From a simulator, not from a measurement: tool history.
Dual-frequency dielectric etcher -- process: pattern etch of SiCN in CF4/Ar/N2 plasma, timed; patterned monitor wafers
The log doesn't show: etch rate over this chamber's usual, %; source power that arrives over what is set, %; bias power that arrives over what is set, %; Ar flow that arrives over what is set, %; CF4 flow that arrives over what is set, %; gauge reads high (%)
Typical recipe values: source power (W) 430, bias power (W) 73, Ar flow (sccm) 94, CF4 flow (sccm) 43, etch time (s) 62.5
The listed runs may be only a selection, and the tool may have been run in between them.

run    hour  source power (W)  bias power (W)  Ar flow (sccm)  CF4 flow (sccm)  etch time (s)  wafers since the last listed run  hours since the last wet clean  hours since the last source power generator calibration  hours since the last bias power generator calibration  hours since the last Ar flow controller change  hours since the last CF4 flow controller change  hours since the last upper electrode change  hours since the gauge calibration  read-back reference wafer on the same gauge, depth_nm  mean etch depth across the wafer (angstrom)
  1     0.0               430              73              82               43           53.5                                 0                           226.0                                                   3018.4                                                 1100.4                                          4592.0                                           5121.7                                       6363.8                              275.8                                                  41.02                                        437.5
  2    28.2               430              73              82               43           53.5                               353                           254.2                                                   3046.6                                                 1128.6                                          4620.2                                           5149.9                                       6392.0                              304.0                                                  40.96                                        436.6
  3    84.8               430              73              94               43           62.5                               709                           310.8                                                   3103.2                                                 1185.2                                          4676.8                                           5206.5                                       6448.6                              360.6                                                  41.05                                        497.7
      106.2  -- source power generator calibrated
      173.3  -- upper electrode replaced
  4   173.8               430              73              94               43           62.5                               764                           399.8                                                     67.6                                                 1274.2                                          4765.8                                           5295.5                                          0.5                              449.6                                                  40.92                                        467.3
      215.1  -- wet clean of the chamber
  5   215.6               430              73              87               43           62.5                               223                             0.5                                                    109.4                                                 1316.0                                          4807.6                                           5337.3                                         42.3                              491.4                                                  41.04                                        503.8
  6   239.0               430              73              87               43           62.5                               293                            23.9                                                    132.8                                                 1339.4                                          4831.0                                           5360.7                                         65.7                              514.8                                                  40.94                                        507.7
  7   264.3               430              73              87               43           62.5                               317                            49.2                                                    158.1                                                 1364.7                                          4856.3                                           5386.0                                         91.0                              540.1                                                  41.03                                        504.4
      276.3  -- CF4 flow controller replaced
      350.7  -- bias power generator calibrated
      407.5  -- Ar flow controller replaced
  8   474.9               430              73              74               49           62.5                              2439                           259.8                                                    368.7                                                  124.2                                            67.4                                            198.6                                        301.6                              750.7                                                  41.03                                        512.6
  9   516.6               430              73             103               43           62.5                               522                           301.5                                                    410.4                                                  165.9                                           109.1                                            240.3                                        343.3                              792.4                                                  41.03                                        475.2
      539.3  -- gauge calibrated
 10   575.1               430              73              94               43           62.5                               733                           360.0                                                    468.9                                                  224.4                                           167.6                                            298.8                                        401.8                               35.8                                                  41.04                                        477.0
      614.7  -- wet clean of the chamber
 11   615.2               480              91             111               43           62.5                               201                             0.5                                                    509.0                                                  264.5                                           207.7                                            338.9                                        441.9                               75.9                                                  41.02                                        602.6
 12   646.2               430              73              94               43           77.5                               388                            31.5                                                    540.0                                                  295.5                                           238.7                                            369.9                                        472.9                              106.9                                                  41.00                                        618.4
 13   711.0               430              73              94               43           77.5                               812                            96.3                                                    604.8                                                  360.3                                           303.5                                            434.7                                        537.7                              171.7                                                  40.88                                        615.0
 14   740.0               430              73              94               43           74.0                               363                           125.3                                                    633.8                                                  389.3                                           332.5                                            463.7                                        566.7                              200.7                                                  40.96                                        582.0
 15   811.0               330              79              76               51           62.5                               890                           196.3                                                    704.8                                                  460.3                                           403.5                                            534.7                                        637.7                              271.7                                                  40.96                                        418.6
 16   842.1               430              73              94               43           62.5                               389                           227.4                                                    735.9                                                  491.4                                           434.6                                            565.8                                        668.8                              302.8                                                  41.06                                        487.7
 17   898.1               430              73              94               52           62.5                               702                           283.4                                                    791.9                                                  547.4                                           490.6                                            621.8                                        724.8                              358.8                                                  40.99                                        498.2
 18   933.5               430              68              94               38           62.5                               443                           318.8                                                    827.3                                                  582.8                                           526.0                                            657.2                                        760.2                              394.2                                                  40.97                                        457.3
 19   983.9               430              73              73               43           70.0                               631                           369.2                                                    877.7                                                  633.2                                           576.4                                            707.6                                        810.6                              444.6                                                  41.00                                        560.9
 20  1015.4               430              73             106               43           62.5                               394                           400.7                                                    909.2                                                  664.7                                           607.9                                            739.1                                        842.1                              476.1                                                  41.02                                        468.2
     1041.9  -- wet clean of the chamber
 21  1073.8               430              56              82               43           62.5                               431                            31.9                                                    967.6                                                  723.1                                           666.3                                            797.5                                        900.5                              534.5                                                  40.99                                        450.1

Forecast each of these 4 alternatives for the next run:
  A  1074.2               430              73              94               47           62.5                                 5                            32.3                                                    968.0                                                  723.5                                           666.7                                            797.9                                        900.9                              534.9                                                      ?                                            ?
  B  1074.2               370              68              88               47           62.5                                 5                            32.3                                                    968.0                                                  723.5                                           666.7                                            797.9                                        900.9                              534.9                                                      ?                                            ?
  C  1074.2               430              60             103               43           62.5                                 5                            32.3                                                    968.0                                                  723.5                                           666.7                                            797.9                                        900.9                              534.9                                                      ?                                            ?
  D  1074.2               430              73              94               53           62.5                                 5                            32.3                                                    968.0                                                  723.5                                           666.7                                            797.9                                        900.9                              534.9                                                      ?                                            ?

run  read-back reference wafer on the same gauge, depth_nm  mean etch depth across the wafer (angstrom)
  A                                                  41.01                                        506.4
  B                                                  41.01                                        429.1
  C                                                  41.01                                        445.6
  D                                                  41.01                                        514.0
Without the tool's unlogged condition, the same runs would have read:
run  mean etch depth across the wafer (angstrom)
  A                                        498.6
  B                                        422.5
  C                                        438.8
  D                                        506.2

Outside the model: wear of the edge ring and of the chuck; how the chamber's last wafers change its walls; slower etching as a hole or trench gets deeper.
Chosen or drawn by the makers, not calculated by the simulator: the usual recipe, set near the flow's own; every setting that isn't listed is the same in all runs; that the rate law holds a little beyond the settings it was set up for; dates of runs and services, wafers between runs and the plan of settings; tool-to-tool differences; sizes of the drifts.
